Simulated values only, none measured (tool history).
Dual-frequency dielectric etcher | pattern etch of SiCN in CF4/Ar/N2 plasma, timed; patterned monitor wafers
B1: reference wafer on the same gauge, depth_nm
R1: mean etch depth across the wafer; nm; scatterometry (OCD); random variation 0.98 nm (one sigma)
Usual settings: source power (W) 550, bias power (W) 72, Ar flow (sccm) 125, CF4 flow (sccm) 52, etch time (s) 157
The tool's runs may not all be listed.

{"run": 1, "hour": 0.0, "source power (W)": 550, "bias power (W)": 72, "Ar flow (sccm)": 125, "CF4 flow (sccm)": 58, "etch time (s)": 157, "B1": 170.9, "R1": 161.6}
{"hour": 82.9, "done": "wet clean of the chamber"}
{"run": 2, "hour": 102.5, "source power (W)": 550, "bias power (W)": 72, "Ar flow (sccm)": 125, "CF4 flow (sccm)": 58, "etch time (s)": 157, "B1": 171.2, "R1": 157.8}
{"run": 3, "hour": 208.1, "source power (W)": 550, "bias power (W)": 72, "Ar flow (sccm)": 125, "CF4 flow (sccm)": 52, "etch time (s)": 157, "B1": 171.3, "R1": 159.3}
{"run": 4, "hour": 287.4, "source power (W)": 550, "bias power (W)": 72, "Ar flow (sccm)": 125, "CF4 flow (sccm)": 52, "etch time (s)": 157, "B1": 171.4, "R1": 159.5}
{"run": 5, "hour": 356.6, "source power (W)": 550, "bias power (W)": 72, "Ar flow (sccm)": 125, "CF4 flow (sccm)": 52, "etch time (s)": 157, "B1": 170.8, "R1": 158.4}
{"run": 6, "hour": 433.0, "source power (W)": 550, "bias power (W)": 72, "Ar flow (sccm)": 125, "CF4 flow (sccm)": 52, "etch time (s)": 157, "B1": 171.1, "R1": 159.8}
{"hour": 459.0, "done": "wet clean of the chamber"}
{"run": 7, "hour": 481.5, "source power (W)": 550, "bias power (W)": 72, "Ar flow (sccm)": 125, "CF4 flow (sccm)": 52, "etch time (s)": 157, "B1": 171, "R1": 162.9}
{"hour": 526.0, "done": "CF4 flow controller replaced"}
{"run": 8, "hour": 559.2, "source power (W)": 550, "bias power (W)": 67, "Ar flow (sccm)": 125, "CF4 flow (sccm)": 52, "etch time (s)": 157, "B1": 171, "R1": 162.9}
{"hour": 583.1, "done": "source power generator calibrated"}
{"hour": 675.2, "done": "upper electrode replaced"}
{"run": 9, "hour": 675.7, "source power (W)": 550, "bias power (W)": 72, "Ar flow (sccm)": 125, "CF4 flow (sccm)": 52, "etch time (s)": 157, "B1": 170.7, "R1": 166.8}
{"run": 10, "hour": 712.3, "source power (W)": 550, "bias power (W)": 72, "Ar flow (sccm)": 125, "CF4 flow (sccm)": 52, "etch time (s)": 157, "B1": 171.3, "R1": 164.9}
{"hour": 736.0, "done": "bias power generator calibrated"}
{"hour": 765.7, "done": "wet clean of the chamber, repeated, since the last time left the tool worse"}
{"run": 11, "hour": 817.9, "source power (W)": 550, "bias power (W)": 84, "Ar flow (sccm)": 125, "CF4 flow (sccm)": 52, "etch time (s)": 187, "B1": 171.3, "R1": 194.5}
{"hour": 903.9, "done": "Ar flow controller replaced"}
{"run": 12, "hour": 908.6, "source power (W)": 590, "bias power (W)": 72, "Ar flow (sccm)": 125, "CF4 flow (sccm)": 60, "etch time (s)": 157, "B1": 171.1, "R1": 167.8}
{"run": 13, "hour": 1000.9, "source power (W)": 550, "bias power (W)": 72, "Ar flow (sccm)": 125, "CF4 flow (sccm)": 52, "etch time (s)": 157, "B1": 171.2, "R1": 158.7}
{"hour": 1035.1, "done": "gauge calibrated"}
{"run": 14, "hour": 1096.2, "source power (W)": 550, "bias power (W)": 72, "Ar flow (sccm)": 125, "CF4 flow (sccm)": 52, "etch time (s)": 157, "B1": 171.6, "R1": 161.7}
{"run": 15, "hour": 1135.0, "source power (W)": 510, "bias power (W)": 72, "Ar flow (sccm)": 151, "CF4 flow (sccm)": 47, "etch time (s)": 157, "B1": 171.2, "R1": 145.9}
{"hour": 1165.1, "done": "wet clean of the chamber"}
{"run": 16, "hour": 1191.2, "source power (W)": 550, "bias power (W)": 72, "Ar flow (sccm)": 125, "CF4 flow (sccm)": 63, "etch time (s)": 183.5, "B1": 171.2, "R1": 188.1}
{"run": 17, "hour": 1254.8, "source power (W)": 550, "bias power (W)": 82, "Ar flow (sccm)": 136, "CF4 flow (sccm)": 52, "etch time (s)": 157, "B1": 171.2, "R1": 159.1}
{"run": 18, "hour": 1323.6, "source power (W)": 550, "bias power (W)": 72, "Ar flow (sccm)": 146, "CF4 flow (sccm)": 52, "etch time (s)": 157, "B1": 171.2, "R1": 155.5}
{"run": 19, "hour": 1376.3, "source power (W)": 550, "bias power (W)": 87, "Ar flow (sccm)": 125, "CF4 flow (sccm)": 52, "etch time (s)": 157, "B1": 171.1, "R1": 164.7}
{"hour": 1561.6, "done": "wet clean of the chamber"}
{"run": 20, "hour": 1652.8, "source power (W)": 550, "bias power (W)": 54, "Ar flow (sccm)": 109, "CF4 flow (sccm)": 52, "etch time (s)": 157, "B1": 170.7, "R1": 151.3}
{"run": 21, "hour": 1719.7, "source power (W)": 550, "bias power (W)": 72, "Ar flow (sccm)": 125, "CF4 flow (sccm)": 52, "etch time (s)": 157, "B1": 171.1, "R1": 156.8}

4 ways to go on from here, each from the tool as it stands after run 21. What would each give?
{"run": "A", "hour": 1720.2, "source power (W)": 550, "bias power (W)": 72, "Ar flow (sccm)": 125, "CF4 flow (sccm)": 52, "etch time (s)": 157, "B1": "?", "R1": "?"}
{"run": "B", "hour": 1720.2, "source power (W)": 550, "bias power (W)": 63, "Ar flow (sccm)": 125, "CF4 flow (sccm)": 52, "etch time (s)": 157, "B1": "?", "R1": "?"}
{"run": "C", "hour": 1720.2, "source power (W)": 480, "bias power (W)": 89, "Ar flow (sccm)": 125, "CF4 flow (sccm)": 52, "etch time (s)": 185.5, "B1": "?", "R1": "?"}
{"run": "D", "hour": 1720.2, "source power (W)": 550, "bias power (W)": 54, "Ar flow (sccm)": 125, "CF4 flow (sccm)": 52, "etch time (s)": 110, "B1": "?", "R1": "?"}

run=A B1=171.4 R1=159.5
run=B B1=171.4 R1=155.3
run=C B1=171.4 R1=178.9
run=D B1=171.4 R1=105.8
Without the tool's hidden state the same runs would have given:
run=A R1=157.6
run=B R1=153.5
run=C R1=176.7
run=D R1=104.6
